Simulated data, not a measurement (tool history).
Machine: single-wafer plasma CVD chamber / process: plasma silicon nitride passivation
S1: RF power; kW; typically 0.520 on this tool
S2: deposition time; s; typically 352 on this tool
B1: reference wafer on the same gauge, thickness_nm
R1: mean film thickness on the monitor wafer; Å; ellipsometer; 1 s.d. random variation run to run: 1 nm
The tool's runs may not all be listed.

run 1 hour=0.0 | S1=0.520 S2=352 | B1=601.978 | R1=5019.52
run 2 hour=26.5 | S1=0.520 S2=352 | B1=601.918 | R1=4992.65
run 3 hour=42.1 | S1=0.440 S2=386 | B1=601.973 | R1=5110.34
run 4 hour=73.6 | S1=0.440 S2=386 | B1=601.955 | R1=5108.83
run 5 hour=105.9 | S1=0.520 S2=352 | B1=601.883 | R1=5005.50
run 6 hour=128.0 | S1=0.520 S2=352 | B1=601.873 | R1=5030.69
run 7 hour=220.6 | S1=0.520 S2=352 | B1=602.007 | R1=5006.70
run 8 hour=251.2 | S1=0.520 S2=352 | B1=601.949 | R1=5002.79
run 9 hour=271.0 | S1=0.520 S2=352 | B1=602.024 | R1=5002.78
run 10 hour=298.2 | S1=0.520 S2=405 | B1=601.916 | R1=5760.41
run 11 hour=321.3 | S1=0.520 S2=405 | B1=601.988 | R1=5761.28
run 12 hour=347.1 | S1=0.520 S2=405 | B1=602.273 | R1=5749.18
run 13 hour=367.5 | S1=0.560 S2=397 | B1=602.115 | R1=5806.81
run 14 hour=392.5 | S1=0.520 S2=352 | B1=602.052 | R1=4985.56
run 15 hour=420.2 | S1=0.520 S2=352 | B1=601.722 | R1=4991.15
run 16 hour=441.8 | S1=0.520 S2=352 | B1=601.839 | R1=4974.12
run 17 hour=468.8 | S1=0.520 S2=301 | B1=601.926 | R1=4264.21
run 18 hour=488.1 | S1=0.520 S2=301 | B1=601.883 | R1=4252.65
run 19 hour=502.4 | S1=0.520 S2=352 | B1=601.979 | R1=4986.83
run 20 hour=526.2 | S1=0.520 S2=352 | B1=601.898 | R1=4990.04
run 21 hour=556.8 | S1=0.585 S2=352 | B1=601.977 | R1=5214.49
run 22 hour=571.7 | S1=0.520 S2=352 | B1=602.145 | R1=4964.40
run 23 hour=594.8 | S1=0.475 S2=395 | B1=601.695 | R1=5379.89
run 24 hour=626.1 | S1=0.555 S2=303 | B1=602.445 | R1=4388.18
run 25 hour=653.8 | S1=0.520 S2=352 | B1=602.143 | R1=4962.97
run 26 hour=674.0 | S1=0.520 S2=408 | B1=602.016 | R1=5771.43
run 27 hour=688.1 | S1=0.460 S2=396 | B1=601.709 | R1=5305.89
run 28 hour=706.9 | S1=0.585 S2=393 | B1=602.173 | R1=5822.07
run 29 hour=723.6 | S1=0.445 S2=323 | B1=602.108 | R1=4258.92
-- hour=755.2 RF generator calibrated
run 30 hour=755.6 | S1=0.590 S2=392 | B1=601.973 | R1=5979.01
run 31 hour=783.8 | S1=0.490 S2=352 | B1=601.919 | R1=4969.02
-- hour=786.6 gauge calibrated
-- hour=807.2 showerhead replaced
run 32 hour=807.7 | S1=0.520 S2=352 | B1=601.921 | R1=5102.35
run 33 hour=824.0 | S1=0.565 S2=313 | B1=602.183 | R1=4708.52
run 34 hour=846.8 | S1=0.465 S2=371 | B1=601.732 | R1=5136.12
run 35 hour=874.5 | S1=0.520 S2=405 | B1=601.913 | R1=5867.96
run 36 hour=888.5 | S1=0.575 S2=352 | B1=601.908 | R1=5318.16
run 37 hour=915.3 | S1=0.520 S2=352 | B1=602.142 | R1=5099.66
run 38 hour=939.0 | S1=0.565 S2=405 | B1=601.714 | R1=6054.26
run 39 hour=972.5 | S1=0.485 S2=352 | B1=602.267 | R1=4942.75
run 40 hour=991.8 | S1=0.420 S2=397 | B1=602.150 | R1=5203.94
run 41 hour=1006.4 | S1=0.615 S2=290 | B1=601.898 | R1=4474.52
run 42 hour=1020.0 | S1=0.520 S2=405 | B1=602.336 | R1=5844.05
run 43 hour=1049.6 | S1=0.450 S2=316 | B1=602.138 | R1=4280.50
run 44 hour=1075.4 | S1=0.480 S2=312 | B1=601.778 | R1=4357.04

Run-by-run hidden state of the tool:
gauge reads high (%): 0 in every run
H1: delivered RF power above the setpoint (%)
run=1 H1=-3.85
run=2 H1=-3.95
run=3 H1=-4
run=4 H1=-4.12
run=5 H1=-4.24
run=6 H1=-4.32
run=7 H1=-4.65
run=8 H1=-4.76
run=9 H1=-4.83
run=10 H1=-4.93
run=11 H1=-5.02
run=12 H1=-5.11
run=13 H1=-5.18
run=14 H1=-5.28
run=15 H1=-5.38
run=16 H1=-5.45
run=17 H1=-5.55
run=18 H1=-5.62
run=19 H1=-5.67
run=20 H1=-5.76
run=21 H1=-5.87
run=22 H1=-5.93
run=23 H1=-6.01
run=24 H1=-6.12
run=25 H1=-6.22
run=26 H1=-6.3
run=27 H1=-6.35
run=28 H1=-6.42
run=29 H1=-6.48
run=30 H1=-0.0281
run=31 H1=-0.13
run=32 H1=-0.217
run=33 H1=-0.276
run=34 H1=-0.359
run=35 H1=-0.46
run=36 H1=-0.51
run=37 H1=-0.608
run=38 H1=-0.694
run=39 H1=-0.815
run=40 H1=-0.885
run=41 H1=-0.938
run=42 H1=-0.988
run=43 H1=-1.09
run=44 H1=-1.19

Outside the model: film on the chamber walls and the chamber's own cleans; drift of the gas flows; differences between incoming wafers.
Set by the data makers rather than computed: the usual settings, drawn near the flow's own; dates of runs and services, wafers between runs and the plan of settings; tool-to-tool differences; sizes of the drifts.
